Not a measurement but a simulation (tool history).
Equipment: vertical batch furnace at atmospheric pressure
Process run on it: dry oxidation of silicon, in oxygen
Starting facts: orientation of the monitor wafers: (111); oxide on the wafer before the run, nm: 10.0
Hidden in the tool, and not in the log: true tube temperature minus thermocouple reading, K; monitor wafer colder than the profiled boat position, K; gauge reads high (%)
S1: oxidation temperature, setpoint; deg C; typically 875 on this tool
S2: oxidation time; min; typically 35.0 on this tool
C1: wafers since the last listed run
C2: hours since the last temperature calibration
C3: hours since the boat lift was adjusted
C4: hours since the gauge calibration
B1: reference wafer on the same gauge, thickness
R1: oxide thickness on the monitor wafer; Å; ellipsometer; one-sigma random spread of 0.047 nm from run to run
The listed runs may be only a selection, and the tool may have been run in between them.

run    hour   S1    S2    C1      C2      C3      C4     B1     R1
  1     0.0  875  35.0     0  1588.4  2907.0   712.4  24.11  221.2
  2    63.2  875  35.0  1009  1651.6  2970.2   775.6  24.10  221.1
  3   123.7  868  45.0   966  1712.1  3030.7   836.1  24.09  235.4
  4   174.9  868  45.0   817  1763.3  3081.9   887.3  24.11  234.8
  5   241.2  881  35.0  1059  1829.6  3148.2   953.6  24.11  230.7
  6   301.5  881  35.0   963  1889.9  3208.5  1013.9  24.09  229.6
  7   326.3  881  35.0   396  1914.7  3233.3  1038.7  24.11  229.7
  8   356.8  875  35.0   487  1945.2  3263.8  1069.2  24.11  220.3
  9   421.6  875  35.0  1035  2010.0  3328.6  1134.0  24.11  220.6
 10   448.3  875  30.5   426  2036.7  3355.3  1160.7  24.10  207.1
 11   500.4  875  30.5   832  2088.8  3407.4  1212.8  24.10  206.6
 12   568.4  875  30.5  1086  2156.8  3475.4  1280.8  24.09  206.5
 13   598.1  875  35.0   474  2186.5  3505.1  1310.5  24.09  219.3
 14   642.4  875  35.0   707  2230.8  3549.4  1354.8  24.12  219.5
 15   690.0  875  35.0   760  2278.4  3597.0  1402.4  24.09  219.4
 16   723.1  875  45.5   528  2311.5  3630.1  1435.5  24.09  247.4
 17   762.9  875  45.5   635  2351.3  3669.9  1475.3  24.09  247.5
 18   828.2  875  35.0  1043  2416.6  3735.2  1540.6  24.10  218.7
 19   878.3  875  35.0   800  2466.7  3785.3  1590.7  24.09  218.7
 20   924.0  863  48.5   730  2512.4  3831.0  1636.4  24.10  233.6
 21   959.4  859  48.0   565  2547.8  3866.4  1671.8  24.10  226.0
 22   988.6  875  30.5   466  2577.0  3895.6  1701.0  24.10  206.0
 23  1054.4  861  41.5  1051  2642.8  3961.4  1766.8  24.11  213.8
 24  1117.9  875  35.0  1014  2706.3  4024.9  1830.3  24.09  218.8
 25  1180.4  897  21.0   998  2768.8  4087.4  1892.8  24.11  202.4
 26  1226.3  875  35.0   733  2814.7  4133.3  1938.7  24.11  217.5
 27  1298.1  875  41.5  1147  2886.5  4205.1  2010.5  24.10  235.1
     1315.0  -- gauge calibrated
 28  1329.3  875  35.0   498  2917.7  4236.3    14.3  24.11  217.6
     1386.2  -- boat lift adjusted
 29  1392.0  875  35.0   618  2980.4     5.8    77.0  24.10  224.7
     1422.4  -- thermocouples replaced and temperature profile calibrated
 30  1422.9  893  18.0   110     0.5    36.7   107.9  24.11  188.2
 31  1490.6  854  29.0  1081    68.2   104.4   175.6  24.11  180.0
 32  1548.9  858  17.5   931   126.5   162.7   233.9  24.11  155.2
 33  1632.3  875  35.0  1332   209.9   246.1   317.3  24.11  221.9
 34  1660.7  875  35.0   453   238.3   274.5   345.7  24.12  222.0
 35  1698.8  854  40.5   608   276.4   312.6   383.8  24.09  206.1
 36  1742.8  853  35.0   702   320.4   356.6   427.8  24.10  192.2
 37  1778.8  854  18.0   575   356.4   392.6   463.8  24.10  153.7
 38  1832.6  875  35.0   859   410.2   446.4   517.6  24.09  222.9

Subtracting, for every run, the result it would have given without the tool's unlogged condition from the measured result gives the following. The same run-to-run variation enters both numbers; the gauge's scatter may not:
run    R1
  1  +0.1
  2  +0.0
  3  -0.1
  4  -0.2
  5  -0.3
  6  -0.4
  7  -0.4
  8  -0.5
  9  -0.6
 10  -0.6
 11  -0.7
 12  -0.9
 13  -1.0
 14  -1.1
 15  -1.2
 16  -1.6
 17  -1.7
 18  -1.6
 19  -1.7
 20  -2.1
 21  -2.1
 22  -1.8
 23  -2.1
 24  -2.3
 25  -2.1
 26  -2.7
 27  -3.3
 28  -2.9
 29  +4.3
 30  +0.5
 31  +0.7
 32  +0.6
 33  +1.5
 34  +1.6
 35  +1.5
 36  +1.5
 37  +0.9
 38  +2.1

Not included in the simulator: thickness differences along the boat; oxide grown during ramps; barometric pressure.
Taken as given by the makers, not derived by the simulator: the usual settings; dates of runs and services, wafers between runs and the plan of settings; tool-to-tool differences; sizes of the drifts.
